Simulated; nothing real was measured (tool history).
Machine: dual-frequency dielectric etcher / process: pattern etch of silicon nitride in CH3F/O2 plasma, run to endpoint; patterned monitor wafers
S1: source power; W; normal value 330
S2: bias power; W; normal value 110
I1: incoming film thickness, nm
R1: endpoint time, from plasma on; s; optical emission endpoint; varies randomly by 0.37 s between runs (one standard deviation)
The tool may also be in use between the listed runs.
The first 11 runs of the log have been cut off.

{"hour": 726.2, "done": "upper electrode replaced"}
{"run": 12, "hour": 744.9, "S1": 330, "S2": 110, "I1": 75.6, "R1": 71.6}
{"run": 13, "hour": 789.1, "S1": 330, "S2": 119, "I1": 75.9, "R1": 70.7}
{"hour": 933.3, "done": "wet clean of the chamber"}
{"run": 14, "hour": 979.3, "S1": 280, "S2": 110, "I1": 75.0, "R1": 76.2}
{"hour": 1033.4, "done": "source power generator calibrated"}
{"run": 15, "hour": 1059.5, "S1": 300, "S2": 110, "I1": 76.0, "R1": 74.9}
{"run": 16, "hour": 1331.2, "S1": 370, "S2": 91, "I1": 75.1, "R1": 72.6}
{"hour": 1365.6, "done": "bias power generator calibrated"}
{"run": 17, "hour": 1414.4, "S1": 330, "S2": 110, "I1": 75.6, "R1": 71.7}
{"run": 18, "hour": 1518.9, "S1": 360, "S2": 134, "I1": 75.2, "R1": 64.9}
{"hour": 1611.0, "done": "wet clean of the chamber"}
{"run": 19, "hour": 1611.5, "S1": 300, "S2": 118, "I1": 75.7, "R1": 73.7}
{"run": 20, "hour": 1699.5, "S1": 370, "S2": 124, "I1": 75.4, "R1": 67.3}
{"run": 21, "hour": 1749.3, "S1": 330, "S2": 130, "I1": 75.4, "R1": 68.8}
{"run": 22, "hour": 1926.0, "S1": 280, "S2": 133, "I1": 74.7, "R1": 71.3}
{"run": 23, "hour": 2089.1, "S1": 330, "S2": 110, "I1": 75.4, "R1": 71.5}
{"run": 24, "hour": 2134.3, "S1": 280, "S2": 88, "I1": 75.5, "R1": 80.0}
{"run": 25, "hour": 2204.3, "S1": 330, "S2": 110, "I1": 75.3, "R1": 70.6}
{"hour": 2263.1, "done": "wet clean of the chamber"}
{"run": 26, "hour": 2263.6, "S1": 330, "S2": 110, "I1": 75.8, "R1": 72.7}
{"run": 27, "hour": 2346.9, "S1": 330, "S2": 110, "I1": 75.8, "R1": 72.7}
{"run": 28, "hour": 2401.7, "S1": 270, "S2": 122, "I1": 74.9, "R1": 73.6}
{"run": 29, "hour": 2499.0, "S1": 250, "S2": 110, "I1": 76.3, "R1": 80.0}
{"run": 30, "hour": 2554.5, "S1": 290, "S2": 83, "I1": 75.6, "R1": 82.4}
{"run": 31, "hour": 2632.2, "S1": 330, "S2": 110, "I1": 75.5, "R1": 71.5}
{"run": 32, "hour": 2684.7, "S1": 330, "S2": 110, "I1": 75.9, "R1": 72.4}
{"run": 33, "hour": 2754.5, "S1": 370, "S2": 117, "I1": 74.7, "R1": 66.6}
{"run": 34, "hour": 2838.6, "S1": 300, "S2": 94, "I1": 75.6, "R1": 76.8}
{"hour": 2845.6, "done": "source power generator calibrated"}
{"run": 35, "hour": 2943.7, "S1": 330, "S2": 110, "I1": 75.6, "R1": 70.9}

What if the next run were any one of these 4? Each begins from the tool's condition after run 35:
{"run": "A", "hour": 2944.2, "S1": 330, "S2": 110, "I1": 74.9, "R1": "?"}
{"run": "B", "hour": 2944.2, "S1": 380, "S2": 100, "I1": 74.9, "R1": "?"}
{"run": "C", "hour": 2944.2, "S1": 390, "S2": 119, "I1": 74.9, "R1": "?"}
{"run": "D", "hour": 2944.2, "S1": 400, "S2": 118, "I1": 74.9, "R1": "?"}

run=A R1=70.6
run=B R1=69.4
run=C R1=65.2
run=D R1=64.9
What these runs would have given with no unlogged condition in the tool:
run=A R1=72.5
run=B R1=71.3
run=C R1=67.0
run=D R1=66.6
